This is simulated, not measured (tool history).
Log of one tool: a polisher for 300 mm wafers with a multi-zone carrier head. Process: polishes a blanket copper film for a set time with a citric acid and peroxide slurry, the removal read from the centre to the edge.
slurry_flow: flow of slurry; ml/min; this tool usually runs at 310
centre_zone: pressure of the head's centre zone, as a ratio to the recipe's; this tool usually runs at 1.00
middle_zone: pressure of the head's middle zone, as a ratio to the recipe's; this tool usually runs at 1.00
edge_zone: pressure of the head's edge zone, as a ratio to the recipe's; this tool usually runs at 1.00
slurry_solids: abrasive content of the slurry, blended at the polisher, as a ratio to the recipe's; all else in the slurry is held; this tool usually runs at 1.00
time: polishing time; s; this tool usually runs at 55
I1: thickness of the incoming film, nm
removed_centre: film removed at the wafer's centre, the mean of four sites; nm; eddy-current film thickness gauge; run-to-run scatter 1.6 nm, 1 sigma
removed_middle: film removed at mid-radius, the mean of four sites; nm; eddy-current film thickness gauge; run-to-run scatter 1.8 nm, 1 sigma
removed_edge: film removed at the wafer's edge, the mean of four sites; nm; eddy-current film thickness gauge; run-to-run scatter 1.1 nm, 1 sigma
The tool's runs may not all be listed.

{"run": 1, "hour": 0.0, "slurry_flow": 310, "centre_zone": 1.0, "middle_zone": 1.0, "edge_zone": 1.0, "slurry_solids": 1.0, "time": 55, "I1": 855.0, "removed_centre": 132.9, "removed_middle": 137.6, "removed_edge": 135.7}
{"hour": 71.7, "done": "worn pad replaced by a new one"}
{"run": 2, "hour": 107.6, "slurry_flow": 310, "centre_zone": 1.0, "middle_zone": 1.0, "edge_zone": 1.0, "slurry_solids": 1.0, "time": 55, "I1": 851.0, "removed_centre": 132.1, "removed_middle": 137.0, "removed_edge": 134.5}
{"run": 3, "hour": 132.5, "slurry_flow": 310, "centre_zone": 1.0, "middle_zone": 1.0, "edge_zone": 1.0, "slurry_solids": 1.0, "time": 55, "I1": 851.9, "removed_centre": 126.5, "removed_middle": 131.8, "removed_edge": 131.3}
{"run": 4, "hour": 148.5, "slurry_flow": 310, "centre_zone": 1.0, "middle_zone": 1.0, "edge_zone": 1.0, "slurry_solids": 1.0, "time": 55, "I1": 841.4, "removed_centre": 128.7, "removed_middle": 132.6, "removed_edge": 129.5}
{"hour": 182.1, "done": "worn pad replaced by a new one"}
{"run": 5, "hour": 182.6, "slurry_flow": 310, "centre_zone": 1.0, "middle_zone": 1.0, "edge_zone": 1.0, "slurry_solids": 1.0, "time": 55, "I1": 857.2, "removed_centre": 142.9, "removed_middle": 145.1, "removed_edge": 147.3}
{"run": 6, "hour": 214.7, "slurry_flow": 310, "centre_zone": 1.0, "middle_zone": 1.0, "edge_zone": 1.0, "slurry_solids": 1.0, "time": 55, "I1": 858.7, "removed_centre": 132.5, "removed_middle": 138.8, "removed_edge": 135.8}
{"run": 7, "hour": 233.2, "slurry_flow": 310, "centre_zone": 1.0, "middle_zone": 1.0, "edge_zone": 1.0, "slurry_solids": 1.0, "time": 61, "I1": 849.8, "removed_centre": 145.8, "removed_middle": 150.3, "removed_edge": 148.4}
{"hour": 253.6, "done": "centre zone pressure recalibrated"}
{"hour": 284.1, "done": "worn pad replaced by a new one, of another model than before"}
{"hour": 305.9, "done": "edge zone pressure recalibrated"}
{"run": 8, "hour": 331.6, "slurry_flow": 310, "centre_zone": 1.0, "middle_zone": 1.0, "edge_zone": 1.0, "slurry_solids": 1.0, "time": 61, "I1": 862.0, "removed_centre": 147.7, "removed_middle": 148.7, "removed_edge": 148.8}
{"run": 9, "hour": 355.5, "slurry_flow": 310, "centre_zone": 0.91, "middle_zone": 1.0, "edge_zone": 1.0, "slurry_solids": 1.0, "time": 55, "I1": 849.5, "removed_centre": 122.4, "removed_middle": 131.4, "removed_edge": 130.3}
{"hour": 391.0, "done": "worn pad replaced by a new one"}
{"run": 10, "hour": 391.5, "slurry_flow": 310, "centre_zone": 0.91, "middle_zone": 1.07, "edge_zone": 1.0, "slurry_solids": 1.0, "time": 55, "I1": 847.4, "removed_centre": 130.7, "removed_middle": 158.6, "removed_edge": 147.3}
{"hour": 397.3, "done": "slurry nozzle cleaned"}
{"run": 11, "hour": 406.2, "slurry_flow": 375, "centre_zone": 0.91, "middle_zone": 0.95, "edge_zone": 1.0, "slurry_solids": 1.0, "time": 55, "I1": 852.9, "removed_centre": 128.9, "removed_middle": 136.3, "removed_edge": 142.2}
{"hour": 434.2, "done": "carrier head's membrane replaced by a new one"}
{"run": 12, "hour": 434.7, "slurry_flow": 310, "centre_zone": 1.03, "middle_zone": 0.93, "edge_zone": 1.0, "slurry_solids": 1.0, "time": 55, "I1": 842.6, "removed_centre": 138.9, "removed_middle": 130.9, "removed_edge": 135.6}
{"run": 13, "hour": 463.6, "slurry_flow": 310, "centre_zone": 1.0, "middle_zone": 0.94, "edge_zone": 1.0, "slurry_solids": 1.0, "time": 61, "I1": 864.9, "removed_centre": 144.6, "removed_middle": 140.7, "removed_edge": 148.3}
{"hour": 487.3, "done": "worn pad replaced by a new one"}
{"run": 14, "hour": 499.2, "slurry_flow": 310, "centre_zone": 1.0, "middle_zone": 1.0, "edge_zone": 1.0, "slurry_solids": 1.0, "time": 55, "I1": 859.6, "removed_centre": 142.8, "removed_middle": 145.2, "removed_edge": 141.4}
{"run": 15, "hour": 514.0, "slurry_flow": 310, "centre_zone": 0.96, "middle_zone": 1.06, "edge_zone": 1.0, "slurry_solids": 0.75, "time": 42, "I1": 850.8, "removed_centre": 95.7, "removed_middle": 104.3, "removed_edge": 96.2}
{"run": 16, "hour": 545.6, "slurry_flow": 390, "centre_zone": 1.0, "middle_zone": 1.04, "edge_zone": 1.12, "slurry_solids": 1.1, "time": 55, "I1": 846.2, "removed_centre": 136.4, "removed_middle": 142.6, "removed_edge": 145.4}
{"run": 17, "hour": 564.4, "slurry_flow": 310, "centre_zone": 1.0, "middle_zone": 1.0, "edge_zone": 1.0, "slurry_solids": 1.0, "time": 55, "I1": 848.3, "removed_centre": 131.4, "removed_middle": 133.0, "removed_edge": 133.8}

Alternative continuations, all from the tool just after run 17; predict every row:
{"run": "A", "hour": 564.8, "slurry_flow": 310, "centre_zone": 1.0, "middle_zone": 1.0, "edge_zone": 1.06, "slurry_solids": 1.0, "time": 55, "I1": 849.3, "removed_centre": "?", "removed_middle": "?", "removed_edge": "?"}
{"run": "B", "hour": 564.8, "slurry_flow": 310, "centre_zone": 0.91, "middle_zone": 1.0, "edge_zone": 0.97, "slurry_solids": 1.0, "time": 55, "I1": 849.3, "removed_centre": "?", "removed_middle": "?", "removed_edge": "?"}
{"run": "C", "hour": 564.8, "slurry_flow": 350, "centre_zone": 1.08, "middle_zone": 1.06, "edge_zone": 0.93, "slurry_solids": 1.0, "time": 55, "I1": 849.3, "removed_centre": "?", "removed_middle": "?", "removed_edge": "?"}
{"run": "D", "hour": 564.8, "slurry_flow": 310, "centre_zone": 1.0, "middle_zone": 1.0, "edge_zone": 0.96, "slurry_solids": 1.0, "time": 55, "I1": 849.3, "removed_centre": "?", "removed_middle": "?", "removed_edge": "?"}
{"run": "E", "hour": 564.8, "slurry_flow": 310, "centre_zone": 1.0, "middle_zone": 1.0, "edge_zone": 1.1, "slurry_solids": 0.7, "time": 55, "I1": 849.3, "removed_centre": "?", "removed_middle": "?", "removed_edge": "?"}

run=A removed_centre=133.0 removed_middle=134.5 removed_edge=135.0
run=B removed_centre=122.6 removed_middle=134.6 removed_edge=129.3
run=C removed_centre=143.4 removed_middle=142.3 removed_edge=127.3
run=D removed_centre=133.0 removed_middle=134.6 removed_edge=128.7
run=E removed_centre=120.6 removed_middle=122.0 removed_edge=124.7
With no hidden state in the tool, these same runs would have given:
run=A removed_centre=149.2 removed_middle=151.0 removed_edge=151.5
run=B removed_centre=137.5 removed_middle=151.1 removed_edge=145.1
run=C removed_centre=160.9 removed_middle=159.6 removed_edge=142.9
run=D removed_centre=149.2 removed_middle=151.0 removed_edge=144.4
run=E removed_centre=135.3 removed_middle=136.9 removed_edge=140.0
